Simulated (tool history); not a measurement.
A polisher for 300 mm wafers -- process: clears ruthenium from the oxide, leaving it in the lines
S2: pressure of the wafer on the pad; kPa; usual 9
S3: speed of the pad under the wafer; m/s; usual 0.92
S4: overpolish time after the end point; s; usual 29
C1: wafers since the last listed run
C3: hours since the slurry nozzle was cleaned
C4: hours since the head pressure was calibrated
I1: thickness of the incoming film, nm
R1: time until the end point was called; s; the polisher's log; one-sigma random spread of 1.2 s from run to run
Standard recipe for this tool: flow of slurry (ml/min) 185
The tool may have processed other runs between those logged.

Run 1, hour 0: usual settings but S2 8.3 kPa, S3 0.72 m/s; C1 0; wafers polished on this pad 410; C3 505.1; C4 355.5; I1 90.4. Result: R1 154.4 s.
Run 2, hour 15.8: usual settings but S4 37 s; C1 144; wafers polished on this pad 555; C3 520.9; C4 371.3; I1 90.3. Result: R1 113 s.
Run 3, hour 22: usual settings but S4 37 s; C1 56; wafers polished on this pad 612; C3 527.1; C4 377.5; I1 90.2. Result: R1 114.9 s.
Run 4, hour 33.9: usual settings but flow of slurry (ml/min) 165, S3 1.1 m/s; C1 109; wafers polished on this pad 721; C3 539; C4 389.4; I1 88.8. Result: R1 94 s.
Run 5, hour 45.2: usual settings but flow of slurry (ml/min) 165, S3 1.1 m/s; C1 103; wafers polished on this pad 825; C3 550.3; C4 400.7; I1 89.4. Result: R1 94.5 s.
Run 6, hour 54.1: usual settings; C1 81; wafers polished on this pad 906; C3 559.2; C4 409.6; I1 89.2. Result: R1 112.6 s.
At hour 63.7: worn pad replaced by a new one.
Run 7, hour 64.2: usual settings; C1 55; wafers polished on this pad 4; C3 569.3; C4 419.7; I1 90.5. Result: R1 114.5 s.
Run 8, hour 100.4: usual settings; C1 331; wafers polished on this pad 336; C3 605.5; C4 455.9; I1 89.9. Result: R1 110.9 s.
Run 9, hour 109.3: usual settings but S2 6.9 kPa; C1 81; wafers polished on this pad 418; C3 614.4; C4 464.8; I1 89.3. Result: R1 145.2 s.
Run 10, hour 120.5: usual settings but S2 6.9 kPa; C1 102; wafers polished on this pad 520; C3 625.6; C4 476; I1 90.7. Result: R1 148 s.
At hour 129.2: slurry nozzle cleaned.
Run 11, hour 130.5: usual settings but S2 6.9 kPa; C1 82; wafers polished on this pad 603; C3 1.3; C4 486; I1 89.2. Result: R1 143.6 s.
Run 12, hour 141.6: usual settings but S2 7.6 kPa, S4 23 s; C1 101; wafers polished on this pad 705; C3 12.4; C4 497.1; I1 89.3. Result: R1 132.5 s.
Run 13, hour 156.7: usual settings; C1 138; wafers polished on this pad 843; C3 27.5; C4 512.2; I1 89.5. Result: R1 110.1 s.
Run 14, hour 165.5: usual settings but flow of slurry (ml/min) 120, S3 1.02 m/s; C1 80; wafers polished on this pad 924; C3 36.3; C4 521; I1 90. Result: R1 105.8 s.
At hour 177.5: worn pad replaced by a new one.
Run 15, hour 181.7: usual settings but S2 5.5 kPa, S3 1.12 m/s; C1 111; wafers polished on this pad 38; C3 52.5; C4 537.2; I1 89.9. Result: R1 148.5 s.
Run 16, hour 196.1: usual settings; C1 132; wafers polished on this pad 170; C3 66.9; C4 551.6; I1 90.4. Result: R1 112.3 s.
Run 17, hour 208.5: usual settings but S3 0.64 m/s, S4 41 s; C1 113; wafers polished on this pad 284; C3 79.3; C4 564; I1 89.4. Result: R1 155.9 s.
Run 18, hour 216.5: usual settings but flow of slurry (ml/min) 230, S4 20 s; C1 73; wafers polished on this pad 357; C3 87.3; C4 572; I1 89.2. Result: R1 107.6 s.
At hour 220: head pressure recalibrated.
Run 19, hour 228.7: usual settings but S3 1.04 m/s; C1 93; wafers polished on this pad 450; C3 99.5; C4 8.7; I1 89.9. Result: R1 110.5 s.
Run 20, hour 237.4: usual settings but S3 1 m/s; C1 79; wafers polished on this pad 530; C3 108.2; C4 17.4; I1 90.9. Result: R1 116.4 s.
Run 21, hour 244.4: usual settings; C1 64; wafers polished on this pad 594; C3 115.2; C4 24.4; I1 89.1. Result: R1 124.4 s.
Run 22, hour 253.3: usual settings but flow of slurry (ml/min) 235, S2 7.6 kPa, S3 1 m/s, S4 45 s; C1 81; wafers polished on this pad 676; C3 124.1; C4 33.3; I1 91.6. Result: R1 135.2 s.
Run 23, hour 270: usual settings; C1 153; wafers polished on this pad 829; C3 140.8; C4 50; I1 89.6. Result: R1 122.4 s.
Run 24, hour 280.8: usual settings but flow of slurry (ml/min) 120; C1 99; wafers polished on this pad 928; C3 151.6; C4 60.8; I1 90.3. Result: R1 127.3 s.
At hour 295.6: worn pad replaced by a new one.
Run 25, hour 297.6: usual settings but S2 8.3 kPa; C1 117; wafers polished on this pad 17; C3 168.4; C4 77.6; I1 90.6. Result: R1 132 s.

Alternative continuations, all from the tool just after run 25; predict every row:
Run A, hour 298.1: usual settings but S4 23 s; C1 4; wafers polished on this pad 22; C3 168.9; C4 78.1; I1 90.2. Result: R1 ?.
Run B, hour 298.1: usual settings but S2 10.3 kPa; C1 4; wafers polished on this pad 22; C3 168.9; C4 78.1; I1 90.2. Result: R1 ?.
Run C, hour 298.1: usual settings but flow of slurry (ml/min) 235, S3 1.06 m/s; C1 4; wafers polished on this pad 22; C3 168.9; C4 78.1; I1 90.2. Result: R1 ?.

run     R1
  A  122.4
  B  106.1
  C  103.9
The same runs, with their run-to-run variation unchanged, on a tool lacking any hidden condition would have given:
run     R1
  A  126.9
  B    110
  C  107.7

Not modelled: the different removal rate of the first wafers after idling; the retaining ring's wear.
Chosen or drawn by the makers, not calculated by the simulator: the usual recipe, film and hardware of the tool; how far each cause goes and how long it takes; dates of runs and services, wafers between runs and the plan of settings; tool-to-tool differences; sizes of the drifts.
